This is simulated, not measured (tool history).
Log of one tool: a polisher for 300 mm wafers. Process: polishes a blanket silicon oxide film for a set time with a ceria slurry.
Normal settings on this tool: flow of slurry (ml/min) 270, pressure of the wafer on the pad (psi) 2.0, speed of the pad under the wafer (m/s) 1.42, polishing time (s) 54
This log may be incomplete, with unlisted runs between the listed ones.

run     day  flow of slurry (ml/min)  pressure of the wafer on the pad (psi)  speed of the pad under the wafer (m/s)  polishing time (s)  incoming thickness of the incoming film, nm  film removed (angstrom)
  1   0.000                      250                                     2.0                                    1.42                  54                                       1658.1                     2071
  2   2.021                      250                                     2.0                                    1.42                  54                                       1680.3                     2045
  3   4.117                      250                                     2.0                                    1.42                  54                                       1703.9                     2073
  4   5.533                      310                                     2.2                                    1.42                  54                                       1666.5                     2310
      7.654  -- worn pad replaced by a new one
  5   7.675                      310                                     2.2                                    1.42                  54                                       1658.0                     2398
  6   9.533                      270                                     2.0                                    1.42                  54                                       1657.9                     2118
  7  12.029                      270                                     2.0                                    1.42                  54                                       1670.6                     2092
  8  13.271                      270                                     2.0                                    1.54                  54                                       1691.0                     2217
     13.712  -- slurry nozzle cleaned
  9  15.112                      270                                     2.0                                    1.42                  54                                       1685.7                     2049
 10  16.258                      270                                     2.0                                    1.42                  54                                       1683.2                     2052
 11  18.196                      270                                     2.0                                    1.42                  54                                       1704.2                     2047
     19.712  -- worn pad replaced by a new one
 12  22.375                      270                                     2.0                                    1.42                  54                                       1703.9                     2100
     23.525  -- head pressure recalibrated
 13  24.600                      270                                     2.0                                    1.42                  54                                       1654.0                     2089
 14  25.846                      270                                     1.9                                    1.42                  54                                       1648.5                     1999
 15  27.296                      270                                     2.0                                    1.42                  47                                       1640.8                     1787
 16  29.608                      270                                     2.0                                    1.42                  47                                       1667.2                     1792
     30.671  -- worn pad replaced by a new one, of another model than before
     31.829  -- slurry nozzle cleaned
 17  32.208                      180                                     2.6                                    1.00                  70                                       1665.5                     2363
 18  33.875                      270                                     1.7                                    1.42                  54                                       1669.6                     1829
 19  35.467                      270                                     2.0                                    1.42                  54                                       1683.4                     2096
 20  38.454                      270                                     2.0                                    1.92                  47                                       1672.8                     2432
 21  41.375                      270                                     2.0                                    1.16                  35                                       1683.0                     1066
     43.512  -- worn pad replaced by a new one
 22  43.954                      215                                     2.0                                    1.42                  45                                       1683.3                     1765
 23  46.600                      330                                     2.0                                    1.42                  54                                       1673.5                     2128
 24  49.092                      215                                     2.6                                    1.42                  72                                       1681.9                     3408
     49.829  -- slurry nozzle cleaned
 25  50.858                      270                                     2.0                                    1.42                  54                                       1705.1                     2065
 26  52.242                      270                                     1.5                                    1.24                  54                                       1674.2                     1437
 27  53.288                      270                                     1.7                                    1.42                  63                                       1635.8                     2120
 28  54.475                      360                                     1.7                                    1.42                  70                                       1666.5                     2425
 29  55.588                      245                                     2.6                                    1.42                  72                                       1643.9                     3365
     55.954  -- worn pad replaced by a new one
 30  57.121                      270                                     2.0                                    1.42                  54                                       1680.9                     2113
 31  58.425                      270                                     2.5                                    1.12                  71                                       1664.6                     2600
 32  60.608                      235                                     1.6                                    1.42                  54                                       1642.4                     1754

3 options for the next run, each taken on its own from the tool as it stands now. Forecast them:
  A  60.625                      345                                     2.0                                    1.42                  54                                       1669.3                        ?
  B  60.625                      310                                     1.7                                    1.12                  42                                       1669.3                        ?
  C  60.625                      270                                     2.7                                    1.42                  73                                       1669.3                        ?

run  film removed (angstrom)
  A                     2132
  B                     1148
  C                     3629
The same runs, with their run-to-run variation unchanged, on a tool lacking any hidden condition would have given:
run  film removed (angstrom)
  A                     2167
  B                     1166
  C                     3688
